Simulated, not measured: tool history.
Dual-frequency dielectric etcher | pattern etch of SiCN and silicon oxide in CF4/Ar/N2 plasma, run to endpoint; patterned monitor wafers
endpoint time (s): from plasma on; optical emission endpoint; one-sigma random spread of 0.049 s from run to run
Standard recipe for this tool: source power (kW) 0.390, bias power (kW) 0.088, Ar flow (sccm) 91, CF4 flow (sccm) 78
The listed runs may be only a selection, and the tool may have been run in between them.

run	hour	source power (kW)	bias power (kW)	Ar flow (sccm)	CF4 flow (sccm)	incoming incoming film thickness, nm	endpoint time (s)
1	0.0	0.390	0.088	91	78	12.56	14.8
2	24.4	0.390	0.088	91	78	12.47	14.8
3	58.5	0.390	0.088	91	78	12.44	14.7
4	116.5	0.440	0.088	91	78	12.35	13.2
5	154.1	0.440	0.088	91	78	12.47	13.4
6	195.8	0.440	0.088	91	78	12.43	13.5
7	282.4	0.390	0.088	91	78	12.53	14.9
8	316.5	0.390	0.088	91	78	12.51	14.8
9	375.7	0.390	0.088	91	78	12.56	14.9
10	411.9	0.320	0.088	113	78	12.45	17.8
11	448.3	0.390	0.088	91	78	12.50	14.8
12	480.3	0.390	0.088	81	89	12.43	14.3
13	537.2	0.390	0.088	91	78	12.51	14.9
14	585.6	0.430	0.088	110	78	12.58	14.3
15	625.7	0.350	0.088	91	78	12.60	16.3
16	659.6	0.310	0.088	91	78	12.45	17.7
17	730.3	0.390	0.102	81	78	12.42	13.5

Removed from this log: 6 entries logged between the listed runs. Between which two listed runs does each belong, and how does the tool's hidden state at the listed run before it compare with that at the listed run after it?
After run 6, before run 7: Ar flow controller replaced (hour 255.7); wet clean of the chamber (hour 262.3)
  no hidden state differs between the two runs
After run 8, before run 9: CF4 flow controller replaced (hour 333.0); source power generator calibrated (hour 363.4)
  no hidden state differs between the two runs
After run 10, before run 11: bias power generator calibrated (hour 439.6)
  no hidden state differs between the two runs
After run 12, before run 13: upper electrode replaced (hour 514.0)
  no hidden state differs between the two runs

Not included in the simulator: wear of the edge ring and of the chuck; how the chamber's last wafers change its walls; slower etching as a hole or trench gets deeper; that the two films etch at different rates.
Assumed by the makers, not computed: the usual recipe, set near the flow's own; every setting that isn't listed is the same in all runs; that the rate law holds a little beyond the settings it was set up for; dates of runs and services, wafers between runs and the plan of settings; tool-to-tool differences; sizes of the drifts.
